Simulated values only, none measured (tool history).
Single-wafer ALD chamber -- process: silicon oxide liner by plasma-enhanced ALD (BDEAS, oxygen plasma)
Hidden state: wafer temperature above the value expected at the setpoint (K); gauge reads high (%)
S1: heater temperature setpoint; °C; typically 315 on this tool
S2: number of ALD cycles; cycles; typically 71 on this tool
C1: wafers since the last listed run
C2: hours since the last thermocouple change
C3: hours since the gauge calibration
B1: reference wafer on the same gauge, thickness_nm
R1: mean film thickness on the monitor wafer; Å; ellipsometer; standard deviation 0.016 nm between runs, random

run 1 day=0 | S1=315 S2=71 | C1=0 C2=1654.1 C3=455.6 | B1=7.291 | R1=63.42
run 2 day=1.942 | S1=315 S2=71 | C1=272 C2=1700.7 C3=502.2 | B1=7.293 | R1=63.46
run 3 day=3.938 | S1=315 S2=71 | C1=279 C2=1748.6 C3=550.1 | B1=7.29 | R1=63.29
run 4 day=5.612 | S1=315 S2=71 | C1=234 C2=1788.8 C3=590.3 | B1=7.283 | R1=63.59
run 5 day=9.971 | S1=315 S2=71 | C1=610 C2=1893.4 C3=694.9 | B1=7.266 | R1=63.31
run 6 day=13.412 | S1=324 S2=71 | C1=482 C2=1976 C3=777.5 | B1=7.252 | R1=62.34
run 7 day=16.246 | S1=324 S2=71 | C1=397 C2=2044 C3=845.5 | B1=7.244 | R1=62.11
run 8 day=19.15 | S1=315 S2=81 | C1=407 C2=2113.7 C3=915.2 | B1=7.238 | R1=71.77
run 9 day=21.642 | S1=315 S2=71 | C1=349 C2=2173.5 C3=975 | B1=7.232 | R1=62.78
-- day=21.667 gauge calibrated
run 10 day=25.112 | S1=328 S2=77 | C1=486 C2=2256.8 C3=82.7 | B1=7.302 | R1=67.52
-- day=28.138 thermocouple changed; heater temperature recalibrated
run 11 day=28.471 | S1=305 S2=80 | C1=423 C2=8 C3=163.3 | B1=7.306 | R1=72.54
run 12 day=32.408 | S1=310 S2=84 | C1=551 C2=102.5 C3=257.8 | B1=7.293 | R1=75.48
run 13 day=35.146 | S1=315 S2=71 | C1=383 C2=168.2 C3=323.5 | B1=7.298 | R1=63.25
run 14 day=38.571 | S1=322 S2=61 | C1=480 C2=250.4 C3=405.7 | B1=7.289 | R1=53.94
run 15 day=48.883 | S1=315 S2=77 | C1=1445 C2=497.9 C3=653.2 | B1=7.256 | R1=68.39
run 16 day=52.275 | S1=303 S2=81 | C1=475 C2=579.3 C3=734.6 | B1=7.256 | R1=73.53

Each row is a separate what-if for the run after 16, all from the same tool condition, not one after another. Results?
run A day=52.296 | S1=315 S2=79 | C1=2 C2=579.8 C3=735.1 | B1=? | R1=?
run B day=52.296 | S1=315 S2=64 | C1=2 C2=579.8 C3=735.1 | B1=? | R1=?
run C day=52.296 | S1=302 S2=65 | C1=2 C2=579.8 C3=735.1 | B1=? | R1=?
run D day=52.296 | S1=329 S2=63 | C1=2 C2=579.8 C3=735.1 | B1=? | R1=?
run E day=52.296 | S1=322 S2=57 | C1=2 C2=579.8 C3=735.1 | B1=? | R1=?

run=A B1=7.253 R1=70.36
run=B B1=7.253 R1=57
run=C B1=7.253 R1=59.08
run=D B1=7.253 R1=54.87
run=E B1=7.253 R1=50.2
The same runs, with their run-to-run variation unchanged, on a tool lacking any hidden condition would have given:
run=A R1=70.91
run=B R1=57.45
run=C R1=59.54
run=D R1=55.3
run=E R1=50.6
